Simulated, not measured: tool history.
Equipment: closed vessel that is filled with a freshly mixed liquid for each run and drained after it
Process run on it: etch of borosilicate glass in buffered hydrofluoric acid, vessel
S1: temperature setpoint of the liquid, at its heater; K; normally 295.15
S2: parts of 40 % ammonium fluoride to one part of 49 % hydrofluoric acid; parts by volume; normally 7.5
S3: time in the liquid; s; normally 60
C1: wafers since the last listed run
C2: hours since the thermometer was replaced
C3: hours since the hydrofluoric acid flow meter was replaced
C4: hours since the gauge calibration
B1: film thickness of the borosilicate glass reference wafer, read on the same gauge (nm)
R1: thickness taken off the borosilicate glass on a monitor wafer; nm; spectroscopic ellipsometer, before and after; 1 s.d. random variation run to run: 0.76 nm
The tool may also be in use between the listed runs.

run     day      S1   S2  S3     C1      C2     C3     C4      B1      R1
  1       0  295.15   10  60      0   987.4  321.8    171  109.94    73.4
  2   1.146  295.15   10  60   3376  1014.9  349.3  198.5  110.01    73.7
  3   3.792  295.15  7.5  60   7797  1078.4  412.8    262  110.01   97.45
  4   5.775  295.15  7.5  60   5845    1126  460.4  309.6  109.98    97.2
  5   7.617  295.15  7.5  60   5427  1170.2  504.6  353.8  110.01   97.15
  6   9.433  295.15  7.5  60   5354  1213.8  548.2  397.4  110.04   96.75
     10.971  -- hydrofluoric acid flow meter replaced
  7  11.658  295.15  7.5  60   6434  1267.2   16.5  450.8  110.01   97.49
  8  12.983  295.15  7.5  60   3905    1299   48.3  482.6  110.02   97.06
  9  15.546  291.65  7.5  60   7552  1360.5  109.8  544.1     110      80
 10  16.775  298.15  7.5  60   3622    1390  139.3  573.6  109.93  115.42
 11   18.35  298.15  7.5  60   4641  1427.8  177.1  611.4  109.98  114.02
 12  21.196  298.15  7.5  60   8387  1496.1  245.4  679.7  109.98  115.15
 13  22.292  293.15  7.5  60   3229  1522.4  271.7    706  109.99   88.72
 14    23.6  293.15  7.5  60   3855  1553.8  303.1  737.4  110.07   89.01
 15  26.129  298.65  7.5  60   7453  1614.5  363.8  798.1  109.97  119.71
 16  27.583  292.15  5.5  80   4285  1649.4  398.7    833  109.97  151.47
 17  30.458  293.15  5.5  90   8473  1718.4  467.7    902  110.01  180.32
 18  31.546  295.15   10  85   3205  1744.5  493.8  928.1  109.98   107.7
     32.104  -- gauge calibrated
 19  33.729  291.65  6.5  40   6434  1796.9  546.2     39  109.97    62.6
     35.304  -- hydrofluoric acid flow meter replaced
 20  35.888  290.65   10  30   6238  1848.7     14   90.8  110.04   29.67
 21  37.879  295.15  7.5  60   5869  1896.5   61.8  138.6  110.04  100.01
 22  39.246  295.15  7.5  60   4027  1929.3   94.6  171.4  109.97   99.26
 23  42.083  295.15    5  60   8362  1997.4  162.7  239.5  109.99  145.07
 24  45.038  295.15  7.5  60   8706  2068.3  233.6  310.4  109.96   99.92
     46.354  -- thermometer replaced
 25  47.492  295.15    6  75   7110    27.3  292.5  369.3  109.94  147.74
 26  49.142  299.65  7.5  60   4862    66.9  332.1  408.9  110.06  120.68
 27    50.8  298.15  7.5  60   4887   106.7  371.9  448.7  109.97  110.91
 28  53.179  291.65    6  35   7011   163.8    429  505.8  109.99   56.42
 29  60.071  292.65  8.5  70  20310   329.2  594.4  671.2  109.98    85.7
 30  61.662  296.65  7.5  30   4690   367.4  632.6  709.4  110.04   51.81
 31  63.117  300.15  9.5  80   4285   402.3  667.5  744.3  110.03  131.75
     63.712  -- hydrofluoric acid flow meter replaced
 32  64.679  295.15    5  35   4482   439.8   23.2  781.8  110.03   81.74

Selected run-to-run steps in R1, each split into two signed amounts: the part the tool would show with no hidden state at all (from settings, incoming material and random variation), and the remainder, which goes to the hidden state together with any gauge scatter not common to the measured and the hidden-state-free results:
The tool's hidden condition here consists of: liquid hotter than its thermometer reads (K); hydrofluoric acid flow above the setpoint (%); gauge reads high (%).
Run 17 -> 18: S1 293.15 -> 295.15, S2 5.5 -> 10, S3 90 -> 85. R1 -72.62 nm: hidden state -4.02, all else -68.6.
Run 20 -> 21: S1 290.65 -> 295.15, S2 10 -> 7.5, S3 30 -> 60. R1 +70.34 nm: hidden state +4.39, all else +65.95.
Run 24 -> 25: S2 7.5 -> 6, S3 60 -> 75, thermometer replaced. R1 +47.82 nm: hidden state -5.07, all else +52.89.
Run 30 -> 31: S1 296.65 -> 300.15, S2 7.5 -> 9.5, S3 30 -> 80. R1 +79.94 nm: hidden state +1.86, all else +78.08.
